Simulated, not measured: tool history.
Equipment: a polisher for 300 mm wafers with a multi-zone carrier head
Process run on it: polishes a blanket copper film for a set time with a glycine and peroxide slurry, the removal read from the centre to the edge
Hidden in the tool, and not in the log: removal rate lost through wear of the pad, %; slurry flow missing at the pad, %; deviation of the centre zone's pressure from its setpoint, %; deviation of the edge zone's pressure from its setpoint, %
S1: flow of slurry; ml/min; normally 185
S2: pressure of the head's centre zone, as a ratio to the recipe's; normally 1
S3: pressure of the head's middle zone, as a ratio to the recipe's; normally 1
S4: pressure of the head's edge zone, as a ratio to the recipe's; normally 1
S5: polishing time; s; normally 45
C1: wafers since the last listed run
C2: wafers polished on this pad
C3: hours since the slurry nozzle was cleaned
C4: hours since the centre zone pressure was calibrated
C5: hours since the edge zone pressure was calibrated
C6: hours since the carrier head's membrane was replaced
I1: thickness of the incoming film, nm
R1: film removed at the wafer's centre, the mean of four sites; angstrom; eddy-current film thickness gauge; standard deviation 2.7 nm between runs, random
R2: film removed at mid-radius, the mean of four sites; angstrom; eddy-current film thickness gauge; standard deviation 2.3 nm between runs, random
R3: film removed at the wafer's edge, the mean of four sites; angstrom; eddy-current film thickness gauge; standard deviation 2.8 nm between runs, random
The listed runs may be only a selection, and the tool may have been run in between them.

run,day,S1,S2,S3,S4,S5,C1,C2,C3,C4,C5,C6,I1,R1,R2,R3
1,0,185,1,1,1,52,0,4295,209.8,848.7,220.8,531.4,958.6,2745,2813,2836
2,2.975,185,1,1,1,52,908,5203,281.2,920.1,292.2,602.8,940.8,2762,2774,2806
3,5.158,185,1,1,1,45,666,5869,333.6,972.5,344.6,655.2,964.1,2313,2410,2415
4,7.246,185,1,0.94,0.96,32,637,6506,383.7,1022.6,394.7,705.3,959.7,1665,1622,1674
# day 7.7: centre zone pressure recalibrated
# day 7.854: worn pad replaced by a new one
5,10.083,245,1,0.97,1,30,793,680,451.8,57.2,462.8,773.4,953.3,1669,1615,1642
6,13.071,185,1.07,0.89,1,36,911,1592,523.5,128.9,534.5,845.1,954.4,1978,1716,1870
# day 14.154: slurry nozzle cleaned
7,16.892,185,1,1,1.11,45,1153,2745,65.7,220.6,626.2,936.8,964,2387,2394,2526
# day 19.162: edge zone pressure recalibrated
8,19.429,250,0.95,1.1,1,56,749,3494,126.6,281.5,6.4,997.7,963.1,2992,3371,3085
9,23.158,185,1,1,1.1,45,1138,4633,216.1,371,95.9,1087.2,952.5,2384,2399,2498
10,24.738,210,1,1,1,45,482,5115,254,408.9,133.8,1125.1,963.8,2421,2431,2452
11,27.662,185,1,1,1,45,892,6007,324.2,479.1,204,1195.3,936.9,2301,2406,2370
# day 28.292: carrier head's membrane replaced by a new one
12,31.55,185,1,1,1.04,33,1122,7130,417.5,572.4,297.3,78.2,959.6,1725,1732,1727
13,36.046,185,1,1,1,45,1372,8503,525.4,680.3,405.2,186.1,936.4,2253,2315,2364
# day 36.75: worn pad replaced by a new one
# day 39.146: slurry nozzle cleaned
# day 45.862: centre zone pressure recalibrated
14,48.408,185,1,1,1,45,3684,3520,222.3,61.1,701.9,482.8,962,2450,2423,2408
# day 48.95: edge zone pressure recalibrated
15,51.854,185,1,0.94,1,45,1026,4546,305,143.8,69.7,565.5,948.4,2417,2279,2375
16,54.246,185,1.09,1,1,45,730,5276,362.4,201.2,127.1,622.9,964.2,2646,2437,2396
17,57.021,215,1,1.1,1,45,847,6123,429,267.8,193.7,689.5,951.7,2399,2618,2385
18,60.154,185,1,1,1,35,956,7079,504.2,343,268.9,764.7,964.9,1827,1821,1826
19,61.738,185,1,1,1,54,483,7563,542.2,381,306.9,802.7,955.7,2703,2823,2782
# day 65.271: slurry nozzle cleaned
# day 65.471: worn pad replaced by a new one
20,66.146,160,0.96,1.11,1.04,45,1281,205,21,486.8,412.7,908.5,949.5,2241,2526,2422
21,68.288,220,1,1.11,0.95,45,653,859,72.4,538.2,464.1,959.9,949.1,2470,2750,2407
22,71.908,185,1.03,1,1,45,1105,1964,159.3,625.1,551,1046.8,948.4,2529,2428,2362
# day 74.733: edge zone pressure recalibrated
23,76.175,185,1,0.96,1,45,1276,3241,261.7,727.5,34.6,1149.2,959.6,2408,2359,2387

Branching from run 23: 3 alternative next runs. What would each branch give?
A,76.192,185,1,0.93,1,45,5,3246,262.1,727.9,35,1149.6,956.7,?,?,?
B,76.192,185,1,1,1,57,5,3246,262.1,727.9,35,1149.6,956.7,?,?,?
C,76.192,185,1,1.06,0.92,32,5,3246,262.1,727.9,35,1149.6,956.7,?,?,?

run,R1,R2,R3
A,2388,2298,2369
B,3026,3058,2999
C,1699,1788,1617
With the hidden condition removed and each run's random variation left untouched, the same runs would have given:
run,R1,R2,R3
A,2429,2333,2396
B,3079,3106,3033
C,1729,1816,1636

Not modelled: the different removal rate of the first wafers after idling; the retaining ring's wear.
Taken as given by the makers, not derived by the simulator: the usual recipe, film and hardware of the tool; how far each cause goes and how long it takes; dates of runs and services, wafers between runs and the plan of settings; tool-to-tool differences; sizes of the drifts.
